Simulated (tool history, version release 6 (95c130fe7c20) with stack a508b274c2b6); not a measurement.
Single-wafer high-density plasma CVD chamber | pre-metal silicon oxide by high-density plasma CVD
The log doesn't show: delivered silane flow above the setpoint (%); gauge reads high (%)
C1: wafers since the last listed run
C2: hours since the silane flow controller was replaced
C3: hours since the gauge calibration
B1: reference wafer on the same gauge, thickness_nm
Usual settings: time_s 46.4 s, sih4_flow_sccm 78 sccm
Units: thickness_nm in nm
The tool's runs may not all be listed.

Run 1, hour 0: usual settings; C1 0; C2 4539.2; C3 379.8; B1 412.936. Result: thickness_nm 399.716 nm.
Run 2, hour 34.6: usual settings but time_s 39.1 s; C1 331; C2 4573.8; C3 414.4; B1 412.943. Result: thickness_nm 336.62 nm.
Run 3, hour 51.3: usual settings but time_s 39.1 s; C1 160; C2 4590.5; C3 431.1; B1 413.021. Result: thickness_nm 335.696 nm.
Run 4, hour 74.5: usual settings but time_s 39.1 s; C1 222; C2 4613.7; C3 454.3; B1 413.01. Result: thickness_nm 335.773 nm.
Run 5, hour 97.6: usual settings but sih4_flow_sccm 71 sccm; C1 221; C2 4636.8; C3 477.4; B1 412.986. Result: thickness_nm 363.402 nm.
Run 6, hour 131.1: usual settings; C1 321; C2 4670.3; C3 510.9; B1 412.996. Result: thickness_nm 399.557 nm.
Run 7, hour 149.3: usual settings; C1 174; C2 4688.5; C3 529.1; B1 412.981. Result: thickness_nm 399.199 nm.
Run 8, hour 165.9: usual settings; C1 159; C2 4705.1; C3 545.7; B1 413.066. Result: thickness_nm 398.433 nm.
Run 9, hour 193.2: usual settings but time_s 39.5 s, sih4_flow_sccm 83 sccm; C1 261; C2 4732.4; C3 573; B1 413.032. Result: thickness_nm 361.528 nm.
Run 10, hour 205.7: usual settings but time_s 39.5 s, sih4_flow_sccm 83 sccm; C1 119; C2 4744.9; C3 585.5; B1 412.973. Result: thickness_nm 361.473 nm.
Run 11, hour 217.9: usual settings but time_s 39.5 s, sih4_flow_sccm 83 sccm; C1 116; C2 4757.1; C3 597.7; B1 412.986. Result: thickness_nm 362.058 nm.
At hour 228.8: gauge calibrated.
Run 12, hour 248.5: usual settings but time_s 51.9 s, sih4_flow_sccm 90 sccm; C1 293; C2 4787.7; C3 19.7; B1 412.862. Result: thickness_nm 515.21 nm.
Run 13, hour 282.5: usual settings but time_s 50.9 s; C1 325; C2 4821.7; C3 53.7; B1 413.121. Result: thickness_nm 437.099 nm.
Run 14, hour 305.1: usual settings but time_s 41.9 s, sih4_flow_sccm 65 sccm; C1 216; C2 4844.3; C3 76.3; B1 412.959. Result: thickness_nm 300.39 nm.
Run 15, hour 328.2: usual settings but time_s 52.4 s, sih4_flow_sccm 85 sccm; C1 221; C2 4867.4; C3 99.4; B1 413.052. Result: thickness_nm 492.44 nm.
Run 16, hour 349.2: usual settings; C1 201; C2 4888.4; C3 120.4; B1 413.036. Result: thickness_nm 398.218 nm.
Run 17, hour 367.3: usual settings but time_s 37.9 s, sih4_flow_sccm 85 sccm; C1 173; C2 4906.5; C3 138.5; B1 413.018. Result: thickness_nm 355.284 nm.
Run 18, hour 381.8: usual settings; C1 138; C2 4921; C3 153; B1 412.989. Result: thickness_nm 398.809 nm.
At hour 393.1: silane flow controller replaced.
Run 19, hour 426.9: usual settings; C1 355; C2 33.8; C3 198.1; B1 413.021. Result: thickness_nm 376.481 nm.

Run 20 comes next. What will it give?
Run 20, hour 454.6: usual settings but time_s 39.5 s, sih4_flow_sccm 83 sccm; C1 265; C2 61.5; C3 225.8; B1 ?. Result: thickness_nm ?.

Run 20 gave B1 412.941, thickness_nm 341.41 nm.
Without the tool's hidden state the same run would have given thickness_nm 339.63 nm.
